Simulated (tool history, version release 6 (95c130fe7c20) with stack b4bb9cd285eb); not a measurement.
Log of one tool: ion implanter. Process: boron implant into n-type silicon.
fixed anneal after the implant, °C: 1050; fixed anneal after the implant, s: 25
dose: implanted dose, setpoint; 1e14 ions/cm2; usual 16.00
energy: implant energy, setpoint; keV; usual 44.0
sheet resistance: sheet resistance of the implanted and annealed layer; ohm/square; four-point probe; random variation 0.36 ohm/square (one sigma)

run,hour,dose,energy,wafers since the last listed run,hours since the last dose calibration,hours since the extraction supply was calibrated,hours since the gauge calibration,"read-back reference wafer on the same gauge, sheet resistance",sheet resistance
1,0.0,16.00,44.0,0,920.7,2743.3,856.7,82.86,70.33
2,24.6,16.00,44.0,367,945.3,2767.9,881.3,82.89,70.92
3,59.0,16.00,38.0,513,979.7,2802.3,915.7,82.93,71.15
4,83.1,16.00,38.0,359,1003.8,2826.4,939.8,82.93,70.89
5,98.8,16.00,44.0,234,1019.5,2842.1,955.5,82.97,70.95
6,129.6,16.00,44.0,459,1050.3,2872.9,986.3,82.93,71.03
7,153.5,16.00,44.0,356,1074.2,2896.8,1010.2,82.92,70.86
8,182.7,12.45,44.0,435,1103.4,2926.0,1039.4,82.82,87.85
9,210.8,18.21,44.0,419,1131.5,2954.1,1067.5,82.89,63.38
# hour 224.0: gauge calibrated
10,242.4,18.21,44.0,471,1163.1,2985.7,18.4,82.90,63.58
11,255.9,16.00,48.0,201,1176.6,2999.2,31.9,82.94,71.23
12,268.7,16.00,48.0,191,1189.4,3012.0,44.7,82.84,71.17
13,291.4,16.00,48.0,338,1212.1,3034.7,67.4,82.85,71.12
14,322.3,19.72,55.0,461,1243.0,3065.6,98.3,82.97,58.74
15,351.9,19.72,55.0,441,1272.6,3095.2,127.9,82.92,58.16
16,383.8,17.88,37.0,476,1304.5,3127.1,159.8,82.94,65.19
17,404.5,12.32,31.0,308,1325.2,3147.8,180.5,82.89,92.69
18,422.1,19.94,32.0,262,1342.8,3165.4,198.1,82.92,60.76
19,446.2,16.00,54.5,359,1366.9,3189.5,222.2,82.92,71.36
20,466.4,16.00,44.0,301,1387.1,3209.7,242.4,82.93,72.52
21,492.4,12.37,53.0,388,1413.1,3235.7,268.4,82.94,88.78
22,526.5,16.00,44.0,508,1447.2,3269.8,302.5,82.98,72.40
# hour 555.9: extraction supply calibrated
23,556.4,14.41,52.0,326,1477.1,0.5,332.4,82.84,78.29
24,569.9,20.26,51.0,201,1490.6,14.0,345.9,82.91,58.30
25,602.6,16.00,44.0,488,1523.3,46.7,378.6,82.92,72.63
# hour 632.3: Faraday cup replaced and dose calibrated
26,635.4,14.75,29.5,370,3.1,79.5,411.4,82.87,77.45
27,670.9,14.44,48.5,529,38.6,115.0,446.9,82.86,75.72
28,699.9,16.00,33.5,432,67.6,144.0,475.9,82.89,71.88
29,735.5,18.46,52.0,531,103.2,179.6,511.5,82.90,60.93
30,749.8,18.83,35.5,213,117.5,193.9,525.8,82.93,61.83
31,767.8,12.52,44.0,268,135.5,211.9,543.8,82.85,86.70
32,790.5,16.00,44.0,338,158.2,234.6,566.5,82.88,69.90
33,822.2,16.00,35.5,473,189.9,266.3,598.2,82.99,70.66
34,850.9,16.00,44.0,428,218.6,295.0,626.9,82.84,69.87
35,882.3,16.00,44.0,468,250.0,326.4,658.3,82.86,70.41
36,901.1,14.61,32.0,280,268.8,345.2,677.1,82.85,77.26
37,916.5,19.10,55.0,229,284.2,360.6,692.5,82.85,59.02

Forecast each of these 4 alternatives for the next run:
A,916.9,18.96,44.0,5,284.6,361.0,692.9,?,?
B,916.9,13.64,44.0,5,284.6,361.0,692.9,?,?
C,916.9,17.82,52.0,5,284.6,361.0,692.9,?,?
D,916.9,14.67,34.5,5,284.6,361.0,692.9,?,?

run,"read-back reference wafer on the same gauge, sheet resistance",sheet resistance
A,82.80,60.34
B,82.80,80.81
C,82.80,62.94
D,82.80,77.24
Without the tool's hidden state the same runs would have given:
run,sheet resistance
A,60.07
B,80.44
C,62.66
D,76.88
